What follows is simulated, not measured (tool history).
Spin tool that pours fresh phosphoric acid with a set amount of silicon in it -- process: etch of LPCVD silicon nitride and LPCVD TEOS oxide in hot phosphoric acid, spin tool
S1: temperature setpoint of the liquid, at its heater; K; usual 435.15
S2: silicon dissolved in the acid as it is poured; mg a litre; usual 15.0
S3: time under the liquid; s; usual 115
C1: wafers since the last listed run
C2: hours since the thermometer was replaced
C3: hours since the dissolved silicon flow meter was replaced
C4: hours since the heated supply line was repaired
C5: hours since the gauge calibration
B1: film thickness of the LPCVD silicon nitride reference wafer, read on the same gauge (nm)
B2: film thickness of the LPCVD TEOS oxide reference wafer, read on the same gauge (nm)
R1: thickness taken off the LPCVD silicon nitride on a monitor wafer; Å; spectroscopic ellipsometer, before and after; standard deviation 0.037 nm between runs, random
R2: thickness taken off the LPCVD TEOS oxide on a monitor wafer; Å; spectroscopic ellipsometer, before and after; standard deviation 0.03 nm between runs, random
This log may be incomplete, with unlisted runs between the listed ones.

run 1 hour=0.0 | S1=435.15 S2=15.0 S3=115 | C1=0 C2=1235.8 C3=357.5 C4=3647.4 C5=40.7 | B1=99.99 B2=119.984 | R1=106.0 R2=4.18
run 2 hour=7.5 | S1=435.15 S2=15.0 S3=115 | C1=81 C2=1243.3 C3=365.0 C4=3654.9 C5=48.2 | B1=99.99 B2=120.039 | R1=105.2 R2=4.08
run 3 hour=18.6 | S1=435.15 S2=15.0 S3=95 | C1=121 C2=1254.4 C3=376.1 C4=3666.0 C5=59.3 | B1=100.01 B2=119.991 | R1=86.8 R2=3.11
run 4 hour=32.4 | S1=435.15 S2=15.0 S3=95 | C1=150 C2=1268.2 C3=389.9 C4=3679.8 C5=73.1 | B1=100.01 B2=119.978 | R1=86.8 R2=3.43
run 5 hour=42.6 | S1=435.15 S2=15.0 S3=115 | C1=111 C2=1278.4 C3=400.1 C4=3690.0 C5=83.3 | B1=99.99 B2=119.996 | R1=105.3 R2=3.92
run 6 hour=52.5 | S1=435.15 S2=15.0 S3=115 | C1=108 C2=1288.3 C3=410.0 C4=3699.9 C5=93.2 | B1=99.99 B2=119.981 | R1=105.2 R2=4.17
run 7 hour=62.9 | S1=434.15 S2=15.0 S3=115 | C1=113 C2=1298.7 C3=420.4 C4=3710.3 C5=103.6 | B1=99.99 B2=120.033 | R1=101.5 R2=3.83
run 8 hour=79.8 | S1=435.15 S2=21.5 S3=115 | C1=184 C2=1315.6 C3=437.3 C4=3727.2 C5=120.5 | B1=100.01 B2=119.997 | R1=104.7 R2=3.25
run 9 hour=96.1 | S1=435.15 S2=15.0 S3=60 | C1=178 C2=1331.9 C3=453.6 C4=3743.5 C5=136.8 | B1=99.99 B2=120.015 | R1=54.7 R2=2.04
-- hour=97.8 gauge calibrated
-- hour=107.3 thermometer replaced
run 10 hour=112.0 | S1=435.15 S2=15.0 S3=115 | C1=162 C2=4.7 C3=469.5 C4=3759.4 C5=14.2 | B1=99.98 B2=119.980 | R1=113.7 R2=4.64
run 11 hour=125.6 | S1=436.15 S2=18.5 S3=180 | C1=148 C2=18.3 C3=483.1 C4=3773.0 C5=27.8 | B1=100.01 B2=119.993 | R1=183.2 R2=7.43
run 12 hour=135.9 | S1=432.15 S2=26.5 S3=115 | C1=112 C2=28.6 C3=493.4 C4=3783.3 C5=38.1 | B1=100.01 B2=119.985 | R1=102.4 R2=2.83
run 13 hour=153.8 | S1=435.15 S2=15.0 S3=115 | C1=195 C2=46.5 C3=511.3 C4=3801.2 C5=56.0 | B1=100.01 B2=119.948 | R1=113.2 R2=4.51
run 14 hour=162.5 | S1=435.15 S2=15.0 S3=115 | C1=95 C2=55.2 C3=520.0 C4=3809.9 C5=64.7 | B1=99.99 B2=119.981 | R1=112.8 R2=4.84
run 15 hour=172.3 | S1=435.15 S2=15.0 S3=115 | C1=107 C2=65.0 C3=529.8 C4=3819.7 C5=74.5 | B1=100.01 B2=120.061 | R1=113.8 R2=4.44
-- hour=173.4 heated supply line repaired
-- hour=175.3 dissolved silicon flow meter replaced
run 16 hour=187.4 | S1=435.15 S2=15.0 S3=75 | C1=143 C2=80.1 C3=12.1 C4=14.0 C5=89.6 | B1=100.01 B2=119.991 | R1=73.2 R2=3.11
run 17 hour=200.2 | S1=435.15 S2=15.0 S3=115 | C1=139 C2=92.9 C3=24.9 C4=26.8 C5=102.4 | B1=100.00 B2=119.997 | R1=112.9 R2=4.65
run 18 hour=217.9 | S1=435.15 S2=6.0 S3=115 | C1=193 C2=110.6 C3=42.6 C4=44.5 C5=120.1 | B1=99.99 B2=120.036 | R1=113.0 R2=5.57
run 19 hour=232.1 | S1=437.15 S2=7.5 S3=75 | C1=155 C2=124.8 C3=56.8 C4=58.7 C5=134.3 | B1=99.99 B2=120.019 | R1=78.9 R2=4.47
-- hour=238.9 gauge calibrated
run 20 hour=240.8 | S1=437.15 S2=23.5 S3=180 | C1=95 C2=133.5 C3=65.5 C4=67.4 C5=1.9 | B1=99.99 B2=119.987 | R1=189.4 R2=6.95
run 21 hour=257.6 | S1=435.15 S2=20.5 S3=95 | C1=183 C2=150.3 C3=82.3 C4=84.2 C5=18.7 | B1=100.03 B2=119.978 | R1=93.3 R2=3.57

Forecast each of these 5 alternatives for the next run:
run A hour=258.0 | S1=432.15 S2=15.0 S3=115 | C1=4 C2=150.7 C3=82.7 C4=84.6 C5=19.1 | B1=? B2=? | R1=? R2=?
run B hour=258.0 | S1=435.15 S2=24.0 S3=160 | C1=4 C2=150.7 C3=82.7 C4=84.6 C5=19.1 | B1=? B2=? | R1=? R2=?
run C hour=258.0 | S1=434.15 S2=23.0 S3=145 | C1=4 C2=150.7 C3=82.7 C4=84.6 C5=19.1 | B1=? B2=? | R1=? R2=?
run D hour=258.0 | S1=433.65 S2=6.5 S3=80 | C1=4 C2=150.7 C3=82.7 C4=84.6 C5=19.1 | B1=? B2=? | R1=? R2=?
run E hour=258.0 | S1=435.15 S2=20.5 S3=115 | C1=4 C2=150.7 C3=82.7 C4=84.6 C5=19.1 | B1=? B2=? | R1=? R2=?

run=A B1=99.97 B2=120.008 R1=102.1 R2=3.94
run=B B1=99.97 B2=120.008 R1=157.1 R2=5.30
run=C B1=99.97 B2=120.008 R1=137.7 R2=4.61
run=D B1=99.97 B2=120.008 R1=74.7 R2=3.71
run=E B1=99.97 B2=120.008 R1=112.9 R2=4.24
With the hidden condition removed and each run's random variation left untouched, the same runs would have given:
run=A R1=103.4 R2=4.05
run=B R1=159.0 R2=5.45
run=C R1=139.4 R2=4.74
run=D R1=75.6 R2=3.82
run=E R1=114.3 R2=4.36
